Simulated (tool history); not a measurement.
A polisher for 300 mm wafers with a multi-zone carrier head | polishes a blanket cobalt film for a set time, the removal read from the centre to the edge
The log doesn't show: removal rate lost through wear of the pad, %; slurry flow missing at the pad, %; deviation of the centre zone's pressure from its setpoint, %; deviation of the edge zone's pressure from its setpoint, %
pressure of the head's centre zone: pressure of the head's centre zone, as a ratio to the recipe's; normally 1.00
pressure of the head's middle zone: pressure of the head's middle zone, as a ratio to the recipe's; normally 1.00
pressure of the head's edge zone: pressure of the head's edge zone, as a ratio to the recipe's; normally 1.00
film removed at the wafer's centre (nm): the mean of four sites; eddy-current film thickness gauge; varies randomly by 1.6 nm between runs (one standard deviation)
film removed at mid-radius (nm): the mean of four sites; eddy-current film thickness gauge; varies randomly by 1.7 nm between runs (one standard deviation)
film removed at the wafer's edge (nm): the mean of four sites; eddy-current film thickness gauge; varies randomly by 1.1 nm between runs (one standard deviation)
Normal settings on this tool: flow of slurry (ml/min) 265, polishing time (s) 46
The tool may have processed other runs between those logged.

| run | day | flow of slurry (ml/min) | pressure of the head's centre zone | pressure of the head's middle zone | pressure of the head's edge zone | polishing time (s) | wafers since the last listed run | wafers polished on this pad | hours since the slurry nozzle was cleaned | hours since the centre zone pressure was calibrated | hours since the edge zone pressure was calibrated | hours since the carrier head's membrane was replaced | incoming thickness of the incoming film, nm | film removed at the wafer's centre (nm) | film removed at mid-radius (nm) | film removed at the wafer's edge (nm) |
|---|---|---|---|---|---|---|---|---|---|---|---|---|---|---|---|---|
| 1 | 0.000 | 265 | 1.00 | 1.06 | 1.00 | 51 | 0 | 691 | 482.1 | 1211.3 | 531.4 | 632.3 | 1378.7 | 167.4 | 174.9 | 167.0 |
| 2 | 1.171 | 265 | 1.00 | 1.00 | 1.07 | 33 | 235 | 927 | 510.2 | 1239.4 | 559.5 | 660.4 | 1399.6 | 104.6 | 108.8 | 107.9 |
| 3 | 2.175 | 265 | 1.00 | 1.08 | 1.00 | 59 | 201 | 1129 | 534.3 | 1263.5 | 583.6 | 684.5 | 1358.4 | 187.3 | 203.2 | 184.5 |
|  | 3.688 | centre zone pressure recalibrated |
| 4 | 3.708 | 360 | 1.04 | 0.90 | 1.00 | 39 | 291 | 1420 | 571.1 | 0.5 | 620.4 | 721.3 | 1359.3 | 129.8 | 115.3 | 125.6 |
| 5 | 5.567 | 265 | 1.09 | 1.00 | 1.11 | 38 | 373 | 1794 | 615.7 | 45.1 | 665.0 | 765.9 | 1371.7 | 127.8 | 119.6 | 121.8 |
| 6 | 8.217 | 330 | 1.06 | 1.00 | 0.92 | 46 | 532 | 2327 | 679.3 | 108.7 | 728.6 | 829.5 | 1385.2 | 151.7 | 143.6 | 137.4 |
|  | 8.450 | slurry nozzle cleaned |
| 7 | 10.692 | 340 | 1.00 | 0.96 | 1.00 | 58 | 489 | 2816 | 53.8 | 168.1 | 788.0 | 888.9 | 1387.6 | 183.6 | 174.0 | 181.1 |
| 8 | 12.646 | 265 | 1.00 | 1.00 | 1.11 | 46 | 392 | 3209 | 100.7 | 215.0 | 834.9 | 935.8 | 1378.5 | 138.1 | 138.5 | 142.9 |
|  | 13.342 | worn pad replaced by a new one |
| 9 | 14.604 | 265 | 1.00 | 1.00 | 1.00 | 46 | 360 | 253 | 147.7 | 262.0 | 881.9 | 982.8 | 1376.7 | 153.4 | 154.3 | 151.5 |
| 10 | 17.488 | 265 | 1.00 | 1.00 | 1.00 | 46 | 579 | 833 | 216.9 | 331.2 | 951.1 | 1052.0 | 1378.1 | 148.3 | 145.7 | 145.6 |
| 11 | 19.200 | 290 | 1.06 | 0.95 | 1.00 | 41 | 344 | 1177 | 258.0 | 372.3 | 992.2 | 1093.1 | 1375.0 | 138.3 | 122.5 | 128.3 |
| 12 | 21.425 | 180 | 0.93 | 1.00 | 1.00 | 46 | 447 | 1624 | 311.4 | 425.7 | 1045.6 | 1146.5 | 1366.2 | 127.0 | 136.3 | 134.2 |
|  | 22.058 | carrier head's membrane replaced by a new one |
| 13 | 23.108 | 265 | 1.03 | 1.00 | 1.00 | 46 | 296 | 1921 | 351.8 | 466.1 | 1086.0 | 25.2 | 1377.8 | 148.3 | 143.0 | 140.2 |
| 14 | 25.312 | 240 | 1.00 | 1.04 | 1.00 | 46 | 443 | 2364 | 404.7 | 519.0 | 1138.9 | 78.1 | 1382.5 | 137.3 | 143.5 | 138.1 |
|  | 26.179 | edge zone pressure recalibrated |
| 15 | 26.883 | 265 | 1.00 | 1.09 | 1.10 | 46 | 299 | 2663 | 442.4 | 556.7 | 16.9 | 115.8 | 1365.0 | 137.8 | 149.0 | 143.5 |
| 16 | 28.729 | 265 | 1.00 | 1.00 | 1.00 | 46 | 371 | 3034 | 486.7 | 601.0 | 61.2 | 160.1 | 1410.6 | 139.9 | 136.8 | 140.2 |
| 17 | 31.579 | 265 | 1.05 | 1.05 | 1.05 | 51 | 572 | 3607 | 555.1 | 669.4 | 129.6 | 228.5 | 1382.8 | 160.8 | 160.0 | 154.4 |
|  | 32.362 | worn pad replaced by a new one |
|  | 32.762 | slurry nozzle cleaned |
| 18 | 34.542 | 265 | 1.00 | 1.00 | 1.00 | 46 | 553 | 429 | 42.7 | 740.5 | 200.7 | 299.6 | 1373.1 | 152.1 | 152.1 | 151.2 |
| 19 | 36.412 | 265 | 1.00 | 1.00 | 1.00 | 46 | 376 | 805 | 87.6 | 785.4 | 245.6 | 344.5 | 1360.4 | 148.5 | 148.4 | 144.7 |
| 20 | 37.617 | 265 | 1.00 | 0.94 | 1.00 | 46 | 242 | 1047 | 116.5 | 814.3 | 274.5 | 373.4 | 1385.9 | 145.1 | 138.7 | 144.8 |
| 21 | 39.950 | 265 | 1.00 | 0.95 | 1.00 | 46 | 469 | 1517 | 172.5 | 870.3 | 330.5 | 429.4 | 1381.8 | 145.2 | 135.9 | 142.0 |
| 22 | 41.438 | 265 | 0.90 | 1.00 | 1.04 | 46 | 299 | 1816 | 208.2 | 906.0 | 366.2 | 465.1 | 1372.4 | 127.6 | 142.9 | 142.2 |

What if the next run were any one of these 4? Each begins from the tool's condition after run 22:
| A | 41.454 | 265 | 1.00 | 1.00 | 1.00 | 46 | 3 | 1819 | 208.6 | 906.4 | 366.6 | 465.5 | 1389.1 | ? | ? | ? |
| B | 41.454 | 265 | 0.89 | 1.10 | 1.00 | 58 | 3 | 1819 | 208.6 | 906.4 | 366.6 | 465.5 | 1389.1 | ? | ? | ? |
| C | 41.454 | 320 | 1.11 | 1.09 | 1.00 | 53 | 3 | 1819 | 208.6 | 906.4 | 366.6 | 465.5 | 1389.1 | ? | ? | ? |
| D | 41.454 | 265 | 0.92 | 1.00 | 1.00 | 61 | 3 | 1819 | 208.6 | 906.4 | 366.6 | 465.5 | 1389.1 | ? | ? | ? |

| run | film removed at the wafer's centre (nm) | film removed at mid-radius (nm) | film removed at the wafer's edge (nm) |
|---|---|---|---|
| A | 142.6 | 141.6 | 141.1 |
| B | 160.0 | 193.7 | 177.7 |
| C | 186.4 | 178.7 | 164.7 |
| D | 173.8 | 187.9 | 187.1 |
Stripped of hidden state, with their random variation kept, the same runs would have yielded:
| run | film removed at the wafer's centre (nm) | film removed at mid-radius (nm) | film removed at the wafer's edge (nm) |
|---|---|---|---|
| A | 160.0 | 158.9 | 158.3 |
| B | 179.5 | 217.4 | 199.3 |
| C | 209.1 | 200.5 | 184.8 |
| D | 195.0 | 210.8 | 209.9 |
